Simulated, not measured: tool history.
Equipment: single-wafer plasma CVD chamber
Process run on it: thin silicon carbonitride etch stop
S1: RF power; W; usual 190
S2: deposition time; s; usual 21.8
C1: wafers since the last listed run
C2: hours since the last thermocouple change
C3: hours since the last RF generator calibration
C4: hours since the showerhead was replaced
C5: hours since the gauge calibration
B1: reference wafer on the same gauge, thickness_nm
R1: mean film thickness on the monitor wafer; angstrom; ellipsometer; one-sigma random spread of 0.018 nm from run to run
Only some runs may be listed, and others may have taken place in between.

run,hour,S1,S2,C1,C2,C3,C4,C5,B1,R1
1,0,205,21.8,0,2926.6,1657.8,4745.7,351.9,10.799,118.41
2,11.1,170,21.8,237,2937.7,1668.9,4756.8,363,10.797,112.92
3,21.5,190,21.8,222,2948.1,1679.3,4767.2,373.4,10.799,115.89
4,30.3,190,21.8,188,2956.9,1688.1,4776,382.2,10.801,115.6
5,41.2,190,21.8,233,2967.8,1699,4786.9,393.1,10.801,115.61
6,47.7,190,21.8,139,2974.3,1705.5,4793.4,399.6,10.797,115.98
7,54.7,190,21.8,149,2981.3,1712.5,4800.4,406.6,10.801,115.78
8,72,190,21.8,370,2998.6,1729.8,4817.7,423.9,10.797,115.91
9,115.3,190,21.8,926,3041.9,1773.1,4861,467.2,10.799,115.73
10,125.2,190,21.8,211,3051.8,1783,4870.9,477.1,10.798,115.81
# hour 137.3: thermocouple changed; heater temperature recalibrated
11,137.8,190,21.8,98,0.5,1795.6,4883.5,489.7,10.796,115.95
12,155.9,215,20.4,387,18.6,1813.7,4901.6,507.8,10.804,111.83
13,168.5,215,20.4,269,31.2,1826.3,4914.2,520.4,10.801,111.7
14,185.2,155,21.8,357,47.9,1843,4930.9,537.1,10.8,110.44
15,230,225,23.3,958,92.7,1887.8,4975.7,581.9,10.798,129.06
# hour 247.7: showerhead replaced
16,248.2,205,19.3,218,110.9,1906,0.5,600.1,10.803,104.55
17,251.3,190,21.8,66,114,1909.1,3.6,603.2,10.798,115.79
18,268.2,190,21.8,361,130.9,1926,20.5,620.1,10.799,115.75
19,277.7,170,25,203,140.4,1935.5,30,629.6,10.802,129.54
20,284.3,160,25.9,141,147,1942.1,36.6,636.2,10.802,132.09
21,298.4,190,18.2,301,161.1,1956.2,50.7,650.3,10.798,96.62
# hour 304.9: gauge calibrated
22,307.8,190,19.8,201,170.5,1965.6,60.1,2.9,10.802,105.36
23,315.6,190,21.8,166,178.3,1973.4,67.9,10.7,10.797,115.44
24,332.3,190,21.8,357,195,1990.1,84.6,27.4,10.801,115.79
# hour 346.3: RF generator calibrated
25,385.7,160,21.8,971,248.4,39.4,138,80.8,10.797,112.72
26,397,190,21.8,241,259.7,50.7,149.3,92.1,10.801,118.14
27,403.6,230,24.3,141,266.3,57.3,155.9,98.7,10.796,137.52
28,410.8,205,26.1,154,273.5,64.5,163.1,105.9,10.799,143.5
29,420.8,165,18.1,213,283.5,74.5,173.1,115.9,10.797,94.56
30,436.3,220,18,331,299,90,188.6,131.4,10.797,100.98
31,442.8,205,24.7,139,305.5,96.5,195.1,137.9,10.799,135.83
32,460.6,160,24.5,380,323.3,114.3,212.9,155.7,10.795,126.95
33,483.7,190,21.8,494,346.4,137.4,236,178.8,10.801,117.74
34,499.4,190,21.8,335,362.1,153.1,251.7,194.5,10.798,117.55

5 options for the next run, each taken on its own from the tool as it stands now. Forecast them:
A,499.8,190,20.1,8,362.5,153.5,252.1,194.9,?,?
B,499.8,190,24.4,8,362.5,153.5,252.1,194.9,?,?
C,499.8,225,23.7,8,362.5,153.5,252.1,194.9,?,?
D,499.8,215,17.6,8,362.5,153.5,252.1,194.9,?,?
E,499.8,215,19.3,8,362.5,153.5,252.1,194.9,?,?

run,B1,R1
A,10.801,108.55
B,10.801,131.77
C,10.801,133.52
D,10.801,98.02
E,10.801,107.49
Had the tool no hidden state, the same runs would have come out as:
run,R1
A,109.09
B,132.43
C,134.18
D,98.51
E,108.02
